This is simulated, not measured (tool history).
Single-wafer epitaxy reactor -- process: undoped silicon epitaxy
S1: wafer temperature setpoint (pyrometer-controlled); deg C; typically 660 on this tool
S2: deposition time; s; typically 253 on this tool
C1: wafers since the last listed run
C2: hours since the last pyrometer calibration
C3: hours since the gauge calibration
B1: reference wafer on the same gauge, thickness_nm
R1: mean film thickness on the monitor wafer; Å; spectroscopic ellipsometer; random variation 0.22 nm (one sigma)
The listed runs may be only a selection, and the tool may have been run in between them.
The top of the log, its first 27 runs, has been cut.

At hour 1362.2: pyrometer calibrated.
Run 28, hour 1409.4: usual settings but S1 672 deg C, S2 218 s; C1 513; C2 47.2; C3 264.5; B1 56.129. Result: R1 584.51 Å.
Run 29, hour 1463.3: usual settings but S2 290 s; C1 420; C2 101.1; C3 318.4; B1 56.078. Result: R1 577.43 Å.
Run 30, hour 1528.4: usual settings; C1 508; C2 166.2; C3 383.5; B1 56.081. Result: R1 505.18 Å.
Run 31, hour 1580.4: usual settings but S1 656 deg C; C1 405; C2 218.2; C3 435.5; B1 56.091. Result: R1 465.78 Å.
Run 32, hour 1637.3: usual settings but S1 668 deg C, S2 225 s; C1 444; C2 275.1; C3 492.4; B1 56.133. Result: R1 551.16 Å.
Run 33, hour 1695.4: usual settings but S2 210 s; C1 453; C2 333.2; C3 550.5; B1 56.085. Result: R1 427.51 Å.
Run 34, hour 1728.7: usual settings but S1 655 deg C; C1 259; C2 366.5; C3 583.8; B1 56.060. Result: R1 454.52 Å.
Run 35, hour 1780.7: usual settings but S1 673 deg C, S2 226 s; C1 405; C2 418.5; C3 635.8; B1 56.098. Result: R1 628.61 Å.

Below are 3 alternative next runs, each starting from the tool's condition after run 35. Predict each:
Run A, hour 1781.2: usual settings; C1 3; C2 419.0; C3 636.3; B1 ?. Result: R1 ?.
Run B, hour 1781.2: usual settings but S2 220 s; C1 3; C2 419.0; C3 636.3; B1 ?. Result: R1 ?.
Run C, hour 1781.2: usual settings but S1 652 deg C, S2 207 s; C1 3; C2 419.0; C3 636.3; B1 ?. Result: R1 ?.

run      B1      R1
  A  56.063  516.01
  B  56.063  448.70
  C  56.063  347.04
Had the tool no hidden state, the same runs would have come out as:
run      R1
  A  506.22
  B  440.19
  C  340.33

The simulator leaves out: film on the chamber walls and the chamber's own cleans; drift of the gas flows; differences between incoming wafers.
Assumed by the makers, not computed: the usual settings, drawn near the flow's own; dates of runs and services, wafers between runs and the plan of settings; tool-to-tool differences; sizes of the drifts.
